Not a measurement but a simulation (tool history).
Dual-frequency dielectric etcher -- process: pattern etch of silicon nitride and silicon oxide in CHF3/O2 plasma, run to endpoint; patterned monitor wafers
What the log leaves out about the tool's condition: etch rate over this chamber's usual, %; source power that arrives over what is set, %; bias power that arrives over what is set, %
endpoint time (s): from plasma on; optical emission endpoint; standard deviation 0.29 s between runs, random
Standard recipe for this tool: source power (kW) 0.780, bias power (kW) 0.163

run    day  source power (kW)  bias power (kW)  wafers since the last listed run  hours since the last wet clean  hours since the last source power generator calibration  hours since the last bias power generator calibration  hours since the last upper electrode change  incoming incoming film thickness, nm  endpoint time (s)
  1  0.000              0.780            0.163                                 0                           300.6                                                   4807.8                                                 3643.1                                       2778.2                                 158.3               98.6
  2  0.283              0.780            0.163                                35                           307.4                                                   4814.6                                                 3649.9                                       2785.0                                 160.0               98.6
  3  0.733              0.900            0.163                                56                           318.2                                                   4825.4                                                 3660.7                                       2795.8                                 160.2               91.4
  4  1.404              0.900            0.163                                84                           334.3                                                   4841.5                                                 3676.8                                       2811.9                                 158.0               90.5
  5  1.662              0.650            0.163                                32                           340.5                                                   4847.7                                                 3683.0                                       2818.1                                 160.0              113.0
  6  2.238              0.780            0.163                                72                           354.3                                                   4861.5                                                 3696.8                                       2831.9                                 160.2              100.2
     2.821  -- bias power generator calibrated
  7  2.842              0.780            0.163                                55                           368.8                                                   4876.0                                                    0.5                                       2846.4                                 158.5               99.3
     3.900  -- upper electrode replaced
  8  3.921              0.780            0.163                                 9                           394.7                                                   4901.9                                                   26.4                                          0.5                                 157.3               98.5
  9  3.938              0.780            0.163                                 2                           395.1                                                   4902.3                                                   26.8                                          0.9                                 159.4              100.6
 10  4.375              0.780            0.130                                55                           405.6                                                   4912.8                                                   37.3                                         11.4                                 158.2              107.7
 11  4.662              0.780            0.163                                36                           412.5                                                   4919.7                                                   44.2                                         18.3                                 158.7               99.6
 12  5.112              0.860            0.163                                56                           423.3                                                   4930.5                                                   55.0                                         29.1                                 158.5               93.9
     6.412  -- wet clean of the chamber
     6.471  -- source power generator calibrated
 13  6.492              0.780            0.148                                40                             1.9                                                      0.5                                                   88.1                                         62.2                                 160.6               99.1
 14  6.504              0.780            0.140                                 1                             2.2                                                      0.8                                                   88.4                                         62.5                                 160.3              100.8
 15  6.592              0.630            0.144                                11                             4.3                                                      2.9                                                   90.5                                         64.6                                 160.4              115.7
 16  7.125              0.720            0.123                                67                            17.1                                                     15.7                                                  103.3                                         77.4                                 158.9              110.4
 17  7.675              0.900            0.163                                69                            30.3                                                     28.9                                                  116.5                                         90.6                                 158.0               87.1
 18  8.042              0.850            0.195                                46                            39.1                                                     37.7                                                  125.3                                         99.4                                 159.1               85.0
 19  9.058              0.590            0.125                               127                            63.5                                                     62.1                                                  149.7                                        123.8                                 159.1              127.6

5 ways to go on from here, each from the tool as it stands after run 19. What would each give?
  A  9.079              0.780            0.163                                 2                            64.0                                                     62.6                                                  150.2                                        124.3                                 156.6                  ?
  B  9.079              0.600            0.191                                 2                            64.0                                                     62.6                                                  150.2                                        124.3                                 156.6                  ?
  C  9.079              0.710            0.125                                 2                            64.0                                                     62.6                                                  150.2                                        124.3                                 156.6                  ?
  D  9.079              0.950            0.193                                 2                            64.0                                                     62.6                                                  150.2                                        124.3                                 156.6                  ?
  E  9.079              0.780            0.149                                 2                            64.0                                                     62.6                                                  150.2                                        124.3                                 156.6                  ?

run  endpoint time (s)
  A               94.1
  B              106.1
  C              109.7
  D               78.9
  E               97.1
Without the tool's hidden state the same runs would have given:
run  endpoint time (s)
  A               93.6
  B              105.6
  C              109.2
  D               78.5
  E               96.6

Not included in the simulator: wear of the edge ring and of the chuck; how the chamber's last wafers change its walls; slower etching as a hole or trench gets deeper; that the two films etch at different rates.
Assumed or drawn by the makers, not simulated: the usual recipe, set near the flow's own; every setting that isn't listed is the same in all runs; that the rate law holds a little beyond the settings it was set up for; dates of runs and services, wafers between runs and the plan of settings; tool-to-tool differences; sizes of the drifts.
